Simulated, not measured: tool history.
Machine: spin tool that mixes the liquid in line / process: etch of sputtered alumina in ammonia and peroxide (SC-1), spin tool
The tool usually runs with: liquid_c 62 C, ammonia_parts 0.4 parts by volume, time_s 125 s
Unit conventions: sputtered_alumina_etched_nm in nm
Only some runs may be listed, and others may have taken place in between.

run,day,liquid_c,ammonia_parts,time_s,wafers since the last listed run,hours since the thermometer was replaced,hours since the ammonia flow meter was replaced,hours since the heated supply line was repaired,hours since the drum of ammonia solution was connected,hours since the gauge calibration,"read-back film thickness of the sputtered alumina reference wafer, read on the same gauge (nm)",sputtered_alumina_etched_nm
1,0,62,0.3,125,0,1962.7,1780.6,2305.4,228.9,93.1,149.95,10.18
2,0.962,62,0.4,125,109,1985.8,1803.7,2328.5,252,116.2,150.03,10.47
3,1.633,62,0.4,125,76,2001.9,1819.8,2344.6,268.1,132.3,150,10.44
4,1.962,62,0.4,125,37,2009.8,1827.7,2352.5,276,140.2,150.04,10.45
5,2.404,64.5,0.4,180,50,2020.4,1838.3,2363.1,286.6,150.8,150.02,17.08
6,3.138,64.5,0.4,180,83,2038,1855.9,2380.7,304.2,168.4,150.02,17.1
# day 3.425: new drum of ammonia solution connected
7,3.596,62,0.4,125,47,2049,1866.9,2391.7,4.1,179.4,150.01,10.47
8,4.092,70,0.25,70,56,2060.9,1878.8,2403.6,16,191.3,149.97,8.24
# day 4.183: ammonia flow meter replaced
# day 4.371: thermometer replaced
9,4.796,62,0.4,125,70,10.2,14.7,2420.5,32.9,208.2,149.99,9.38
10,5.054,62,0.4,125,29,16.4,20.9,2426.7,39.1,214.4,150,9.39
# day 5.196: heated supply line repaired
11,5.429,70,0.25,70,38,25.4,29.9,5.6,48.1,223.4,150.02,7.44
# day 5.438: gauge calibrated
12,6.021,62,0.55,190,67,39.6,44.1,19.8,62.3,14,150.02,14.8
13,6.583,62,0.2,70,64,53.1,57.6,33.3,75.8,27.5,150.04,4.93
14,6.929,58.5,0.4,65,39,61.4,65.9,41.6,84.1,35.8,150.01,4.09
15,7.596,57.5,0.55,125,76,77.4,81.9,57.6,100.1,51.8,149.98,7.75

What if the next run were any one of these 3? Each begins from the tool's condition after run 15:
A,7.617,62,0.4,125,2,77.9,82.4,58.1,100.6,52.3,?,?
B,7.617,70,0.4,175,2,77.9,82.4,58.1,100.6,52.3,?,?
C,7.617,56,0.4,125,2,77.9,82.4,58.1,100.6,52.3,?,?

run,"read-back film thickness of the sputtered alumina reference wafer, read on the same gauge (nm)",sputtered_alumina_etched_nm
A,150,9.42
B,150,19.54
C,150,6.92
Take away the tool's hidden state, keep each run's random variation, and the runs would have read:
run,sputtered_alumina_etched_nm
A,9.19
B,19.09
C,6.74

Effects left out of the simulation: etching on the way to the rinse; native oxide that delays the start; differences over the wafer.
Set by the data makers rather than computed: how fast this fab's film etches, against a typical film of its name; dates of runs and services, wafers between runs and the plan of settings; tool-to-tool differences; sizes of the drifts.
